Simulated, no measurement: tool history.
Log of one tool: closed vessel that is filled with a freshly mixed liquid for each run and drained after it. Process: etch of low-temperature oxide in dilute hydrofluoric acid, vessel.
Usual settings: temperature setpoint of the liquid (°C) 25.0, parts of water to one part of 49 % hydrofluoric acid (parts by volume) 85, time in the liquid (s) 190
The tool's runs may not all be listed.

run,hour,temperature setpoint of the liquid (°C),parts of water to one part of 49 % hydrofluoric acid (parts by volume),time in the liquid (s),wafers since the last listed run,hours since the thermometer was replaced,hours since the hydrofluoric acid flow meter was replaced,hours since the gauge calibration,"read-back film thickness of the low-temperature oxide reference wafer, read on the same gauge (nm)",thickness taken off the low-temperature oxide on a monitor wafer (nm)
1,0.0,28.0,85,110,0,1422.5,1858.2,135.8,40.00,22.45
2,19.8,25.0,100,190,2494,1442.3,1878.0,155.6,39.96,28.97
3,51.4,25.0,100,190,3980,1473.9,1909.6,187.2,40.05,29.17
4,68.7,25.0,85,190,2179,1491.2,1926.9,204.5,39.99,34.23
5,93.9,25.0,85,190,3174,1516.4,1952.1,229.7,40.03,34.74
6,111.6,25.0,85,190,2229,1534.1,1969.8,247.4,39.98,35.07
7,144.2,25.0,85,190,4106,1566.7,2002.4,280.0,40.01,34.60
8,164.2,25.0,85,190,2519,1586.7,2022.4,300.0,39.98,35.04
9,188.6,25.0,85,190,3073,1611.1,2046.8,324.4,40.04,34.78
10,205.2,25.0,85,190,2091,1627.7,2063.4,341.0,40.02,35.03
11,220.6,26.0,85,190,1939,1643.1,2078.8,356.4,40.00,36.36
# hour 230.8: hydrofluoric acid flow meter replaced
# hour 245.8: thermometer replaced
12,256.5,21.0,65,255,4270,10.7,25.7,392.3,40.01,52.17
13,287.0,25.0,85,280,3841,41.2,56.2,422.8,39.96,50.60
14,309.6,25.0,85,190,2846,63.8,78.8,445.4,39.98,35.07
15,324.3,25.0,60,130,1851,78.5,93.5,460.1,39.96,34.70
16,353.9,25.0,85,115,3728,108.1,123.1,489.7,40.06,21.16
17,386.2,23.5,100,190,4068,140.4,155.4,522.0,39.98,27.31
18,417.9,21.0,85,230,3993,172.1,187.1,553.7,39.97,36.33
# hour 496.1: gauge calibrated
19,511.8,30.0,120,190,11828,266.0,281.0,15.7,40.01,28.50
20,532.0,25.0,85,190,2544,286.2,301.2,35.9,40.02,35.22
21,565.2,21.0,95,80,4182,319.4,334.4,69.1,40.01,11.09
22,590.8,25.0,55,190,3224,345.0,360.0,94.7,39.96,56.00
23,622.5,25.0,75,190,3993,376.7,391.7,126.4,39.98,39.69

Forecast each of these 3 alternatives for the next run:
A,623.2,25.0,85,190,88,377.4,392.4,127.1,?,?
B,623.2,27.0,55,305,88,377.4,392.4,127.1,?,?
C,623.2,29.0,85,190,88,377.4,392.4,127.1,?,?

run,"read-back film thickness of the low-temperature oxide reference wafer, read on the same gauge (nm)",thickness taken off the low-temperature oxide on a monitor wafer (nm)
A,40.01,34.85
B,40.01,97.51
C,40.01,40.74
Without the tool's hidden state the same runs would have given:
run,thickness taken off the low-temperature oxide on a monitor wafer (nm)
A,34.85
B,97.51
C,40.74
